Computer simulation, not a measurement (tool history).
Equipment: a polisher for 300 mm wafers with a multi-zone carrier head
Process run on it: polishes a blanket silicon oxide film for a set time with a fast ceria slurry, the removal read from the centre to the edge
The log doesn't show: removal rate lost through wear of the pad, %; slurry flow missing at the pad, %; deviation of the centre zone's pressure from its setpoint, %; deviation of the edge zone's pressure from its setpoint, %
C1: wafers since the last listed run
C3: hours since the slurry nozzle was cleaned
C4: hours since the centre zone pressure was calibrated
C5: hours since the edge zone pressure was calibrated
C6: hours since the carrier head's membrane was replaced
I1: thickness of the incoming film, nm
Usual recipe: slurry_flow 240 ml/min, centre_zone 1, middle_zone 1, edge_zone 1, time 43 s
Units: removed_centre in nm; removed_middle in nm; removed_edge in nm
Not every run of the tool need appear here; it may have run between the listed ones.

{"run": 1, "hour": 0.0, "slurry_flow": 240, "centre_zone": 1, "middle_zone": 1, "edge_zone": 1, "time": 43, "C1": 0, "wafers polished on this pad": 145, "C3": 221.8, "C4": 36.9, "C5": 160.5, "C6": 770, "I1": 4016.1, "removed_centre": 892, "removed_middle": 907.2, "removed_edge": 915.2}
{"run": 2, "hour": 90.4, "slurry_flow": 240, "centre_zone": 1, "middle_zone": 1, "edge_zone": 1, "time": 43, "C1": 1328, "wafers polished on this pad": 1473, "C3": 312.2, "C4": 127.3, "C5": 250.9, "C6": 860.4, "I1": 3988.9, "removed_centre": 878.4, "removed_middle": 904, "removed_edge": 910.9}
{"run": 3, "hour": 156.9, "slurry_flow": 240, "centre_zone": 1, "middle_zone": 1, "edge_zone": 1, "time": 43, "C1": 976, "wafers polished on this pad": 2450, "C3": 378.7, "C4": 193.8, "C5": 317.4, "C6": 926.9, "I1": 3994.3, "removed_centre": 859, "removed_middle": 898.3, "removed_edge": 920}
{"run": 4, "hour": 215.6, "slurry_flow": 315, "centre_zone": 1.06, "middle_zone": 1.1, "edge_zone": 1, "time": 43, "C1": 862, "wafers polished on this pad": 3312, "C3": 437.4, "C4": 252.5, "C5": 376.1, "C6": 985.6, "I1": 3994.4, "removed_centre": 952.4, "removed_middle": 997.1, "removed_edge": 934.2}
{"run": 5, "hour": 348.3, "slurry_flow": 240, "centre_zone": 1, "middle_zone": 1, "edge_zone": 0.93, "time": 32, "C1": 1949, "wafers polished on this pad": 5262, "C3": 570.1, "C4": 385.2, "C5": 508.8, "C6": 1118.3, "I1": 3981, "removed_centre": 638.8, "removed_middle": 645.9, "removed_edge": 641.2}
{"hour": 358.2, "done": "slurry nozzle cleaned"}
{"hour": 525.1, "done": "centre zone pressure recalibrated"}
{"run": 6, "hour": 528.7, "slurry_flow": 240, "centre_zone": 1, "middle_zone": 1, "edge_zone": 0.96, "time": 43, "C1": 2606, "wafers polished on this pad": 7868, "C3": 170.5, "C4": 3.6, "C5": 689.2, "C6": 1298.7, "I1": 3918.7, "removed_centre": 878, "removed_middle": 916.5, "removed_edge": 911.8}
{"hour": 582.0, "done": "worn pad replaced by a new one"}
{"run": 7, "hour": 695.8, "slurry_flow": 240, "centre_zone": 1, "middle_zone": 1, "edge_zone": 1, "time": 43, "C1": 2396, "wafers polished on this pad": 1671, "C3": 337.6, "C4": 170.7, "C5": 856.3, "C6": 1465.8, "I1": 4005.9, "removed_centre": 869.1, "removed_middle": 884, "removed_edge": 897.6}
{"run": 8, "hour": 803.5, "slurry_flow": 320, "centre_zone": 1.03, "middle_zone": 1, "edge_zone": 1.11, "time": 30, "C1": 1582, "wafers polished on this pad": 3253, "C3": 445.3, "C4": 278.4, "C5": 964, "C6": 1573.5, "I1": 3957, "removed_centre": 643.7, "removed_middle": 643.9, "removed_edge": 678.8}
{"hour": 833.4, "done": "edge zone pressure recalibrated"}
{"run": 9, "hour": 894.9, "slurry_flow": 315, "centre_zone": 0.97, "middle_zone": 1, "edge_zone": 0.89, "time": 48, "C1": 1313, "wafers polished on this pad": 4566, "C3": 536.7, "C4": 369.8, "C5": 61.5, "C6": 1664.9, "I1": 3904.5, "removed_centre": 955.9, "removed_middle": 1019, "removed_edge": 976.8}
{"run": 10, "hour": 931.6, "slurry_flow": 240, "centre_zone": 1, "middle_zone": 1, "edge_zone": 1, "time": 43, "C1": 539, "wafers polished on this pad": 5105, "C3": 573.4, "C4": 406.5, "C5": 98.2, "C6": 1701.6, "I1": 3936.7, "removed_centre": 836.8, "removed_middle": 860.4, "removed_edge": 886}
{"hour": 951.9, "done": "slurry nozzle cleaned"}
{"hour": 983.0, "done": "carrier head's membrane replaced by a new one"}
{"run": 11, "hour": 983.5, "slurry_flow": 240, "centre_zone": 1, "middle_zone": 1, "edge_zone": 1, "time": 43, "C1": 674, "wafers polished on this pad": 5780, "C3": 31.6, "C4": 458.4, "C5": 150.1, "C6": 0.5, "I1": 3976.9, "removed_centre": 910, "removed_middle": 912.6, "removed_edge": 903.9}
{"run": 12, "hour": 1065.9, "slurry_flow": 270, "centre_zone": 1.03, "middle_zone": 1, "edge_zone": 0.88, "time": 33, "C1": 1210, "wafers polished on this pad": 6990, "C3": 114, "C4": 540.8, "C5": 232.5, "C6": 82.9, "I1": 4016.2, "removed_centre": 712.2, "removed_middle": 710.8, "removed_edge": 664.9}
{"run": 13, "hour": 1111.7, "slurry_flow": 205, "centre_zone": 0.89, "middle_zone": 0.96, "edge_zone": 1, "time": 43, "C1": 672, "wafers polished on this pad": 7663, "C3": 159.8, "C4": 586.6, "C5": 278.3, "C6": 128.7, "I1": 3958.1, "removed_centre": 767.7, "removed_middle": 862.7, "removed_edge": 907}
{"hour": 1136.2, "done": "centre zone pressure recalibrated"}
{"run": 14, "hour": 1176.6, "slurry_flow": 240, "centre_zone": 1, "middle_zone": 1.09, "edge_zone": 1.04, "time": 43, "C1": 924, "wafers polished on this pad": 8587, "C3": 224.7, "C4": 40.4, "C5": 343.2, "C6": 193.6, "I1": 3925.4, "removed_centre": 880.7, "removed_middle": 982.9, "removed_edge": 927}
{"hour": 1209.1, "done": "worn pad replaced by a new one"}
{"run": 15, "hour": 1235.5, "slurry_flow": 240, "centre_zone": 1.11, "middle_zone": 0.89, "edge_zone": 1.04, "time": 36, "C1": 806, "wafers polished on this pad": 387, "C3": 283.6, "C4": 99.3, "C5": 402.1, "C6": 252.5, "I1": 3949.9, "removed_centre": 809, "removed_middle": 689.4, "removed_edge": 763.5}
{"run": 16, "hour": 1274.1, "slurry_flow": 240, "centre_zone": 1.11, "middle_zone": 1, "edge_zone": 1, "time": 48, "C1": 567, "wafers polished on this pad": 954, "C3": 322.2, "C4": 137.9, "C5": 440.7, "C6": 291.1, "I1": 3921, "removed_centre": 1075, "removed_middle": 999.3, "removed_edge": 1024.3}
{"run": 17, "hour": 1363.6, "slurry_flow": 240, "centre_zone": 1, "middle_zone": 1, "edge_zone": 1, "time": 43, "C1": 1314, "wafers polished on this pad": 2269, "C3": 411.7, "C4": 227.4, "C5": 530.2, "C6": 380.6, "I1": 4029.2, "removed_centre": 872, "removed_middle": 884.7, "removed_edge": 887.2}
{"run": 18, "hour": 1462.9, "slurry_flow": 315, "centre_zone": 0.97, "middle_zone": 1, "edge_zone": 0.89, "time": 48, "C1": 1458, "wafers polished on this pad": 3728, "C3": 511, "C4": 326.7, "C5": 629.5, "C6": 479.9, "I1": 4040.8, "removed_centre": 961.7, "removed_middle": 1016.7, "removed_edge": 965.8}
{"run": 19, "hour": 1523.0, "slurry_flow": 240, "centre_zone": 1, "middle_zone": 1, "edge_zone": 0.93, "time": 43, "C1": 882, "wafers polished on this pad": 4610, "C3": 571.1, "C4": 386.8, "C5": 689.6, "C6": 540, "I1": 4027.9, "removed_centre": 841.2, "removed_middle": 867.4, "removed_edge": 868.2}
{"run": 20, "hour": 1564.8, "slurry_flow": 275, "centre_zone": 1, "middle_zone": 0.96, "edge_zone": 1, "time": 49, "C1": 614, "wafers polished on this pad": 5224, "C3": 612.9, "C4": 428.6, "C5": 731.4, "C6": 581.8, "I1": 3962, "removed_centre": 973.1, "removed_middle": 980.2, "removed_edge": 1022.3}
{"hour": 1608.3, "done": "slurry nozzle cleaned"}
{"run": 21, "hour": 1649.5, "slurry_flow": 285, "centre_zone": 1, "middle_zone": 1, "edge_zone": 1.1, "time": 43, "C1": 1229, "wafers polished on this pad": 6454, "C3": 41.2, "C4": 513.3, "C5": 816.1, "C6": 666.5, "I1": 3994.7, "removed_centre": 911.1, "removed_middle": 928.5, "removed_edge": 977.1}

Forecast run 22:
{"run": 22, "hour": 1755.4, "slurry_flow": 240, "centre_zone": 1, "middle_zone": 1, "edge_zone": 1, "time": 43, "C1": 1555, "wafers polished on this pad": 8010, "C3": 147.1, "C4": 619.2, "C5": 922, "C6": 772.4, "I1": 3959.3, "removed_centre": "?", "removed_middle": "?", "removed_edge": "?"}

Run 22 measured removed_centre 886.1 nm, removed_middle 911.7 nm, removed_edge 905.3 nm.
Take away the tool's hidden state, keep the run-to-run variation as it was, and the same run would have given removed_centre 908.3 nm, removed_middle 932.2 nm, removed_edge 920.5 nm.

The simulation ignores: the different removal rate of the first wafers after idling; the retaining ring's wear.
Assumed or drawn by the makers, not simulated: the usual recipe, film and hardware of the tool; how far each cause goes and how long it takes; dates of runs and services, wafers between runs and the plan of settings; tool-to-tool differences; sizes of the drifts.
